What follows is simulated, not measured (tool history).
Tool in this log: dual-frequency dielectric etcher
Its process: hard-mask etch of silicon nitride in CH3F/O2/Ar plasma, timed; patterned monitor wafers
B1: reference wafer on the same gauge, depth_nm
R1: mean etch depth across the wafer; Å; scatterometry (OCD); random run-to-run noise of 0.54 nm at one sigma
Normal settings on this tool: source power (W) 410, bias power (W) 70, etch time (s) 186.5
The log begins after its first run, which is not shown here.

{"run": 2, "hour": 58.5, "source power (W)": 410, "bias power (W)": 70, "etch time (s)": 173.5, "B1": 104.1, "R1": 1198}
{"run": 3, "hour": 82.5, "source power (W)": 410, "bias power (W)": 70, "etch time (s)": 173.5, "B1": 104, "R1": 1194}
{"hour": 103.9, "done": "gauge calibrated"}
{"run": 4, "hour": 141.2, "source power (W)": 410, "bias power (W)": 70, "etch time (s)": 186.5, "B1": 104, "R1": 1293}
{"run": 5, "hour": 167.1, "source power (W)": 440, "bias power (W)": 57, "etch time (s)": 186.5, "B1": 104, "R1": 1257}
{"run": 6, "hour": 200.9, "source power (W)": 440, "bias power (W)": 57, "etch time (s)": 186.5, "B1": 104.1, "R1": 1260}
{"run": 7, "hour": 230.8, "source power (W)": 490, "bias power (W)": 63, "etch time (s)": 186.5, "B1": 104, "R1": 1321}
{"hour": 248.4, "done": "bias power generator calibrated"}
{"hour": 273.5, "done": "wet clean of the chamber"}
{"run": 8, "hour": 302.4, "source power (W)": 490, "bias power (W)": 63, "etch time (s)": 186.5, "B1": 104, "R1": 1318}
{"run": 9, "hour": 336.3, "source power (W)": 410, "bias power (W)": 77, "etch time (s)": 145.5, "B1": 103.9, "R1": 1032}
{"run": 10, "hour": 400.8, "source power (W)": 440, "bias power (W)": 70, "etch time (s)": 186.5, "B1": 104, "R1": 1321}
{"run": 11, "hour": 470.9, "source power (W)": 410, "bias power (W)": 70, "etch time (s)": 238, "B1": 104, "R1": 1640}
{"run": 12, "hour": 515.4, "source power (W)": 410, "bias power (W)": 70, "etch time (s)": 173.5, "B1": 104, "R1": 1196}
{"run": 13, "hour": 544.0, "source power (W)": 410, "bias power (W)": 79, "etch time (s)": 186.5, "B1": 103.9, "R1": 1322}
{"hour": 554.1, "done": "source power generator calibrated"}
{"run": 14, "hour": 658.0, "source power (W)": 380, "bias power (W)": 53, "etch time (s)": 169.5, "B1": 103.9, "R1": 1075}
{"run": 15, "hour": 691.9, "source power (W)": 410, "bias power (W)": 80, "etch time (s)": 186.5, "B1": 104, "R1": 1335}
{"hour": 786.5, "done": "wet clean of the chamber"}
{"run": 16, "hour": 787.0, "source power (W)": 490, "bias power (W)": 85, "etch time (s)": 207, "B1": 104, "R1": 1576}
{"run": 17, "hour": 828.1, "source power (W)": 410, "bias power (W)": 86, "etch time (s)": 186.5, "B1": 104, "R1": 1363}
{"run": 18, "hour": 870.8, "source power (W)": 330, "bias power (W)": 85, "etch time (s)": 155, "B1": 104, "R1": 1068}
{"run": 19, "hour": 907.1, "source power (W)": 410, "bias power (W)": 77, "etch time (s)": 186.5, "B1": 104.1, "R1": 1328}
{"run": 20, "hour": 931.3, "source power (W)": 310, "bias power (W)": 70, "etch time (s)": 139, "B1": 104.1, "R1": 903}
{"hour": 1045.1, "done": "upper electrode replaced"}
{"run": 21, "hour": 1045.6, "source power (W)": 410, "bias power (W)": 70, "etch time (s)": 173.5, "B1": 104, "R1": 1200}
{"run": 22, "hour": 1090.8, "source power (W)": 410, "bias power (W)": 76, "etch time (s)": 186.5, "B1": 104, "R1": 1325}
{"run": 23, "hour": 1157.6, "source power (W)": 350, "bias power (W)": 62, "etch time (s)": 167, "B1": 104.1, "R1": 1069}
{"run": 24, "hour": 1195.7, "source power (W)": 370, "bias power (W)": 58, "etch time (s)": 186.5, "B1": 104, "R1": 1197}
{"run": 25, "hour": 1232.2, "source power (W)": 470, "bias power (W)": 79, "etch time (s)": 218.5, "B1": 104, "R1": 1628}
{"hour": 1298.2, "done": "wet clean of the chamber"}
{"run": 26, "hour": 1298.7, "source power (W)": 410, "bias power (W)": 70, "etch time (s)": 238, "B1": 103.9, "R1": 1648}

What will run 27 give?
{"hour": 1324.9, "done": "gauge calibrated"}
{"run": 27, "hour": 1352.4, "source power (W)": 410, "bias power (W)": 70, "etch time (s)": 217.5, "B1": "?", "R1": "?"}

Run 27 yielded B1 103.9, R1 1507 Å.
With the hidden condition absent and the run-to-run variation left alone, this run would have shown R1 1507 Å.

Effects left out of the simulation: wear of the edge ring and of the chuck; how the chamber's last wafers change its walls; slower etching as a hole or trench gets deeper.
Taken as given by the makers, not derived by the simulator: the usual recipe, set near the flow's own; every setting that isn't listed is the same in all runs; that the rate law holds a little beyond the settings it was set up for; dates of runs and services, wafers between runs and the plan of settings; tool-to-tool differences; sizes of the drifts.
